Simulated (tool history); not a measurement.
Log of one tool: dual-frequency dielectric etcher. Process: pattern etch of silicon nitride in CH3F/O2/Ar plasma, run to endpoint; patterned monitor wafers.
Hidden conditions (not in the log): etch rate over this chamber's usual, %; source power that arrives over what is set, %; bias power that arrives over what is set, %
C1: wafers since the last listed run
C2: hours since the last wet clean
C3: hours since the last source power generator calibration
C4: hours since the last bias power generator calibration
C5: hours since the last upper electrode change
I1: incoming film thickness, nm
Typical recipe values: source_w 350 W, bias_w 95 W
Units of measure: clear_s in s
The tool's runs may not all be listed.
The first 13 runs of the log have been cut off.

run 14 day=6.562 | source_w=350 bias_w=95 | C1=152 C2=424.9 C3=3678.8 C4=4237 C5=3226 | I1=50.6 | clear_s=70.1
run 15 day=7.188 | source_w=350 bias_w=95 | C1=131 C2=439.9 C3=3693.8 C4=4252 C5=3241 | I1=51.3 | clear_s=71.4
-- day=7.612 bias power generator calibrated
-- day=9.608 wet clean of the chamber
run 16 day=9.629 | source_w=350 bias_w=112 | C1=267 C2=0.5 C3=3752.4 C4=48.4 C5=3299.6 | I1=51.4 | clear_s=64.4
run 17 day=9.85 | source_w=310 bias_w=81 | C1=46 C2=5.8 C3=3757.7 C4=53.7 C5=3304.9 | I1=51.3 | clear_s=74.7
run 18 day=10.312 | source_w=350 bias_w=95 | C1=97 C2=16.9 C3=3768.8 C4=64.8 C5=3316 | I1=51 | clear_s=68.8
run 19 day=11.033 | source_w=350 bias_w=95 | C1=151 C2=34.2 C3=3786.1 C4=82.1 C5=3333.3 | I1=51.4 | clear_s=67.8
run 20 day=11.504 | source_w=280 bias_w=86 | C1=98 C2=45.5 C3=3797.4 C4=93.4 C5=3344.6 | I1=51.1 | clear_s=74.6
run 21 day=11.933 | source_w=410 bias_w=87 | C1=90 C2=55.8 C3=3807.7 C4=103.7 C5=3354.9 | I1=51.3 | clear_s=68.3
-- day=13.388 source power generator calibrated
-- day=13.492 wet clean of the chamber, repeated, since the last time left the tool worse
-- day=14.038 upper electrode replaced
run 22 day=14.058 | source_w=280 bias_w=81 | C1=275 C2=13.6 C3=16.1 C4=154.7 C5=0.5 | I1=51.2 | clear_s=81
run 23 day=14.246 | source_w=390 bias_w=119 | C1=39 C2=18.1 C3=20.6 C4=159.2 C5=5 | I1=50.7 | clear_s=65
run 24 day=14.55 | source_w=350 bias_w=95 | C1=63 C2=25.4 C3=27.9 C4=166.5 C5=12.3 | I1=50.9 | clear_s=72.3
run 25 day=15.158 | source_w=440 bias_w=95 | C1=127 C2=40 C3=42.5 C4=181.1 C5=26.9 | I1=51.6 | clear_s=69.2
run 26 day=15.812 | source_w=390 bias_w=117 | C1=137 C2=55.7 C3=58.2 C4=196.8 C5=42.6 | I1=51.8 | clear_s=65.8
run 27 day=16.312 | source_w=410 bias_w=95 | C1=105 C2=67.7 C3=70.2 C4=208.8 C5=54.6 | I1=51.7 | clear_s=71
run 28 day=16.725 | source_w=350 bias_w=95 | C1=86 C2=77.6 C3=80.1 C4=218.7 C5=64.5 | I1=51.4 | clear_s=72.2
run 29 day=17.3 | source_w=350 bias_w=95 | C1=120 C2=91.4 C3=93.9 C4=232.5 C5=78.3 | I1=50.5 | clear_s=70.4
run 30 day=17.588 | source_w=350 bias_w=95 | C1=60 C2=98.3 C3=100.8 C4=239.4 C5=85.2 | I1=50.9 | clear_s=72.1

Consider 4 possible next runs. They are alternatives, not a sequence: every one starts from the tool as it was left by run 30. What does each give?
run A day=17.604 | source_w=350 bias_w=71 | C1=3 C2=98.7 C3=101.2 C4=239.8 C5=85.6 | I1=50.7 | clear_s=?
run B day=17.604 | source_w=350 bias_w=72 | C1=3 C2=98.7 C3=101.2 C4=239.8 C5=85.6 | I1=50.7 | clear_s=?
run C day=17.604 | source_w=330 bias_w=77 | C1=3 C2=98.7 C3=101.2 C4=239.8 C5=85.6 | I1=50.7 | clear_s=?
run D day=17.604 | source_w=420 bias_w=109 | C1=3 C2=98.7 C3=101.2 C4=239.8 C5=85.6 | I1=50.7 | clear_s=?

run=A clear_s=79.8
run=B clear_s=79.4
run=C clear_s=78.3
run=D clear_s=65.3
Take away the tool's hidden state, keep each run's random variation, and the runs would have read:
run=A clear_s=80.5
run=B clear_s=80.1
run=C clear_s=78.9
run=D clear_s=65.8
